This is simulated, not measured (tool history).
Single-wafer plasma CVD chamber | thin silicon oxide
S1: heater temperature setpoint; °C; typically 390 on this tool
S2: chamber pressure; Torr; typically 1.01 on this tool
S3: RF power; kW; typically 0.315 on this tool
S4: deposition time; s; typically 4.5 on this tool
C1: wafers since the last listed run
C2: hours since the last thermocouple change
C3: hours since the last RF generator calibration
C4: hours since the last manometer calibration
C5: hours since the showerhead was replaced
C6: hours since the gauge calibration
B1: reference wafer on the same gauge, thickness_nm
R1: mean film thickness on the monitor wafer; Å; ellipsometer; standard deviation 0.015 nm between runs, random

run 1 hour=0 | S1=390 S2=1.01 S3=0.29 S4=4.5 | C1=0 C2=2547.1 C3=1396.3 C4=2810 C5=3465.8 C6=289.2 | B1=8.206 | R1=100.47
run 2 hour=7.2 | S1=390 S2=1.01 S3=0.29 S4=4.5 | C1=313 C2=2554.3 C3=1403.5 C4=2817.2 C5=3473 C6=296.4 | B1=8.192 | R1=100.71
run 3 hour=22.3 | S1=390 S2=1.01 S3=0.315 S4=4.5 | C1=658 C2=2569.4 C3=1418.6 C4=2832.3 C5=3488.1 C6=311.5 | B1=8.2 | R1=102.97
run 4 hour=39.9 | S1=390 S2=1.01 S3=0.315 S4=4.5 | C1=767 C2=2587 C3=1436.2 C4=2849.9 C5=3505.7 C6=329.1 | B1=8.193 | R1=102.74
run 5 hour=46.5 | S1=390 S2=1.01 S3=0.315 S4=4.5 | C1=287 C2=2593.6 C3=1442.8 C4=2856.5 C5=3512.3 C6=335.7 | B1=8.203 | R1=102.76
run 6 hour=56.4 | S1=390 S2=0.93 S3=0.315 S4=4.5 | C1=431 C2=2603.5 C3=1452.7 C4=2866.4 C5=3522.2 C6=345.6 | B1=8.197 | R1=97.31
run 7 hour=64.9 | S1=390 S2=0.93 S3=0.315 S4=4.5 | C1=370 C2=2612 C3=1461.2 C4=2874.9 C5=3530.7 C6=354.1 | B1=8.202 | R1=97.47
run 8 hour=80.3 | S1=390 S2=1.01 S3=0.315 S4=4.5 | C1=671 C2=2627.4 C3=1476.6 C4=2890.3 C5=3546.1 C6=369.5 | B1=8.2 | R1=102.97
-- hour=91.6 capacitance manometer re-zeroed and calibrated
run 9 hour=92.1 | S1=390 S2=1.01 S3=0.315 S4=4.5 | C1=165 C2=2639.2 C3=1488.4 C4=0.5 C5=3557.9 C6=381.3 | B1=8.202 | R1=98.14
run 10 hour=95.4 | S1=390 S2=1.01 S3=0.315 S4=4.5 | C1=143 C2=2642.5 C3=1491.7 C4=3.8 C5=3561.2 C6=384.6 | B1=8.195 | R1=98.25
run 11 hour=113.2 | S1=390 S2=1.01 S3=0.315 S4=5.02 | C1=776 C2=2660.3 C3=1509.5 C4=21.6 C5=3579 C6=402.4 | B1=8.202 | R1=109.91
run 12 hour=122.7 | S1=398 S2=1.01 S3=0.27 S4=3.85 | C1=414 C2=2669.8 C3=1519 C4=31.1 C5=3588.5 C6=411.9 | B1=8.201 | R1=80.64
-- hour=133.8 gauge calibrated
run 13 hour=140.4 | S1=379 S2=1.26 S3=0.295 S4=4.87 | C1=771 C2=2687.5 C3=1536.7 C4=48.8 C5=3606.2 C6=6.6 | B1=8.201 | R1=120.73
-- hour=153.4 showerhead replaced
run 14 hour=153.9 | S1=390 S2=1.01 S3=0.315 S4=4.21 | C1=239 C2=2701 C3=1550.2 C4=62.3 C5=0.5 C6=20.1 | B1=8.196 | R1=92.05
run 15 hour=164.2 | S1=390 S2=0.81 S3=0.315 S4=4.5 | C1=449 C2=2711.3 C3=1560.5 C4=72.6 C5=10.8 C6=30.4 | B1=8.196 | R1=82.08
-- hour=177.7 thermocouple changed; heater temperature recalibrated
run 16 hour=178.2 | S1=390 S2=1.01 S3=0.315 S4=4.5 | C1=261 C2=0.5 C3=1574.5 C4=86.6 C5=24.8 C6=44.4 | B1=8.199 | R1=98.82
run 17 hour=178.5 | S1=390 S2=1.17 S3=0.315 S4=4.81 | C1=13 C2=0.8 C3=1574.8 C4=86.9 C5=25.1 C6=44.7 | B1=8.199 | R1=116.2
run 18 hour=188.2 | S1=395 S2=0.78 S3=0.275 S4=4.5 | C1=422 C2=10.5 C3=1584.5 C4=96.6 C5=34.8 C6=54.4 | B1=8.196 | R1=76.74
-- hour=202.7 RF generator calibrated
run 19 hour=203.2 | S1=390 S2=1.01 S3=0.315 S4=4.5 | C1=305 C2=25.5 C3=0.5 C4=111.6 C5=49.8 C6=69.4 | B1=8.2 | R1=100.98
run 20 hour=214.2 | S1=390 S2=1.01 S3=0.315 S4=4.5 | C1=479 C2=36.5 C3=11.5 C4=122.6 C5=60.8 C6=80.4 | B1=8.198 | R1=100.72
run 21 hour=220.4 | S1=384 S2=0.76 S3=0.315 S4=3.81 | C1=270 C2=42.7 C3=17.7 C4=128.8 C5=67 C6=86.6 | B1=8.201 | R1=67.45
run 22 hour=234.5 | S1=390 S2=1.01 S3=0.315 S4=4.5 | C1=614 C2=56.8 C3=31.8 C4=142.9 C5=81.1 C6=100.7 | B1=8.205 | R1=100.57
run 23 hour=248.8 | S1=390 S2=0.78 S3=0.315 S4=4.5 | C1=623 C2=71.1 C3=46.1 C4=157.2 C5=95.4 C6=115 | B1=8.205 | R1=81.36
run 24 hour=262.4 | S1=398 S2=0.92 S3=0.315 S4=3.71 | C1=593 C2=84.7 C3=59.7 C4=170.8 C5=109 C6=128.6 | B1=8.198 | R1=77.25
run 25 hour=276.7 | S1=390 S2=1.01 S3=0.315 S4=4.5 | C1=623 C2=99 C3=74 C4=185.1 C5=123.3 C6=142.9 | B1=8.202 | R1=101.1
run 26 hour=288.3 | S1=378 S2=0.77 S3=0.355 S4=4.5 | C1=505 C2=110.6 C3=85.6 C4=196.7 C5=134.9 C6=154.5 | B1=8.198 | R1=83.23
run 27 hour=300.7 | S1=390 S2=1.01 S3=0.315 S4=4.5 | C1=540 C2=123 C3=98 C4=209.1 C5=147.3 C6=166.9 | B1=8.199 | R1=100.82
run 28 hour=318.1 | S1=390 S2=1.01 S3=0.375 S4=4.5 | C1=758 C2=140.4 C3=115.4 C4=226.5 C5=164.7 C6=184.3 | B1=8.195 | R1=105.33
run 29 hour=332.6 | S1=390 S2=1.01 S3=0.315 S4=4.5 | C1=632 C2=154.9 C3=129.9 C4=241 C5=179.2 C6=198.8 | B1=8.191 | R1=100.86

Measured minus without-hidden-state, run by run (identical run-to-run variation in each term; gauge scatter may differ):
Unlogged tool condition in this case: wafer temperature above the value expected at the setpoint (K); delivered RF power above the setpoint (%); true pressure above the setpoint (%); gauge reads high (%).
run=1 R1=+2.38
run=2 R1=+2.4
run=3 R1=+2.55
run=4 R1=+2.55
run=5 R1=+2.55
run=6 R1=+3.22
run=7 R1=+3.23
run=8 R1=+2.55
run=9 R1=-2.13
run=10 R1=-2.11
run=11 R1=-2.25
run=12 R1=-1.71
run=13 R1=-2.59
run=14 R1=-1.68
run=15 R1=-1.29
run=16 R1=-1.68
run=17 R1=-1.98
run=18 R1=-1.15
run=19 R1=+0.61
run=20 R1=+0.62
run=21 R1=+0.64
run=22 R1=+0.65
run=23 R1=+0.86
run=24 R1=+0.73
run=25 R1=+0.71
run=26 R1=+0.98
run=27 R1=+0.74
run=28 R1=+0.8
run=29 R1=+0.79
